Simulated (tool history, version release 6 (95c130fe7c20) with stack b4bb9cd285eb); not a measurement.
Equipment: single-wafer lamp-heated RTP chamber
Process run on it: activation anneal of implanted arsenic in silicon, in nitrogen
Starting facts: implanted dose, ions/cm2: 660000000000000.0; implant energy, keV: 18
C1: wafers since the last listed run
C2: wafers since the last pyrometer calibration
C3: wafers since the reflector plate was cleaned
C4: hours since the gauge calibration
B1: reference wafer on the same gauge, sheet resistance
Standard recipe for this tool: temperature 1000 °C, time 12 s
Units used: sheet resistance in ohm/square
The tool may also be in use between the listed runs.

run 1 hour=0.0 | temperature=1000 time=16 | C1=0 C2=6431 C3=4141 C4=602.1 | B1=178.98 | sheet_resistance=179.50
-- hour=95.0 pyrometer window cleaned and pyrometer calibrated
run 2 hour=142.8 | temperature=1000 time=16 | C1=2745 C2=972 C3=6886 C4=744.9 | B1=178.88 | sheet_resistance=180.29
run 3 hour=177.1 | temperature=1000 time=16 | C1=698 C2=1671 C3=7585 C4=779.2 | B1=178.98 | sheet_resistance=179.95
run 4 hour=226.4 | temperature=1000 time=10 | C1=1004 C2=2675 C3=8589 C4=828.5 | B1=178.88 | sheet_resistance=183.58
run 5 hour=281.5 | temperature=1000 time=10 | C1=1122 C2=3797 C3=9711 C4=883.6 | B1=178.99 | sheet_resistance=183.75
-- hour=302.9 gauge calibrated
run 6 hour=329.0 | temperature=1000 time=10 | C1=967 C2=4765 C3=10679 C4=26.1 | B1=178.90 | sheet_resistance=183.36
-- hour=385.5 reflector plate cleaned
run 7 hour=386.0 | temperature=980 time=9 | C1=998 C2=5763 C3=9 C4=83.1 | B1=178.94 | sheet_resistance=187.02
run 8 hour=424.4 | temperature=980 time=9 | C1=782 C2=6545 C3=791 C4=121.5 | B1=179.07 | sheet_resistance=187.59
run 9 hour=459.1 | temperature=1000 time=12 | C1=706 C2=7252 C3=1498 C4=156.2 | B1=178.97 | sheet_resistance=180.94
-- hour=515.1 pyrometer window cleaned and pyrometer calibrated
run 10 hour=602.5 | temperature=983 time=6 | C1=2757 C2=1781 C3=4256 C4=299.6 | B1=178.99 | sheet_resistance=189.92
run 11 hour=632.2 | temperature=1000 time=12 | C1=604 C2=2386 C3=4861 C4=329.3 | B1=178.97 | sheet_resistance=181.22
run 12 hour=685.8 | temperature=974 time=18 | C1=1091 C2=3477 C3=5952 C4=382.9 | B1=178.90 | sheet_resistance=184.82
run 13 hour=757.4 | temperature=982 time=17 | C1=1458 C2=4936 C3=7411 C4=454.5 | B1=179.13 | sheet_resistance=182.36
run 14 hour=827.6 | temperature=972 time=18 | C1=1429 C2=6366 C3=8841 C4=524.7 | B1=178.98 | sheet_resistance=184.06
run 15 hour=887.7 | temperature=977 time=16 | C1=1224 C2=7590 C3=10065 C4=584.8 | B1=179.03 | sheet_resistance=183.75
-- hour=909.3 pyrometer window cleaned and pyrometer calibrated
run 16 hour=941.0 | temperature=1000 time=12 | C1=922 C2=646 C3=10987 C4=638.1 | B1=178.96 | sheet_resistance=184.01

Branching from run 16: 4 alternative next runs. What would each branch give?
run A hour=941.4 | temperature=1000 time=12 | C1=8 C2=654 C3=10995 C4=638.5 | B1=? | sheet_resistance=?
run B hour=941.4 | temperature=1010 time=18 | C1=8 C2=654 C3=10995 C4=638.5 | B1=? | sheet_resistance=?
run C hour=941.4 | temperature=1021 time=8 | C1=8 C2=654 C3=10995 C4=638.5 | B1=? | sheet_resistance=?
run D hour=941.4 | temperature=988 time=12 | C1=8 C2=654 C3=10995 C4=638.5 | B1=? | sheet_resistance=?

run=A B1=178.95 sheet_resistance=182.68
run=B B1=178.95 sheet_resistance=177.22
run=C B1=178.95 sheet_resistance=181.76
run=D B1=178.95 sheet_resistance=184.94
Had the tool no hidden state, the same runs would have come out as:
run=A sheet_resistance=183.43
run=B sheet_resistance=178.07
run=C sheet_resistance=182.50
run=D sheet_resistance=185.65

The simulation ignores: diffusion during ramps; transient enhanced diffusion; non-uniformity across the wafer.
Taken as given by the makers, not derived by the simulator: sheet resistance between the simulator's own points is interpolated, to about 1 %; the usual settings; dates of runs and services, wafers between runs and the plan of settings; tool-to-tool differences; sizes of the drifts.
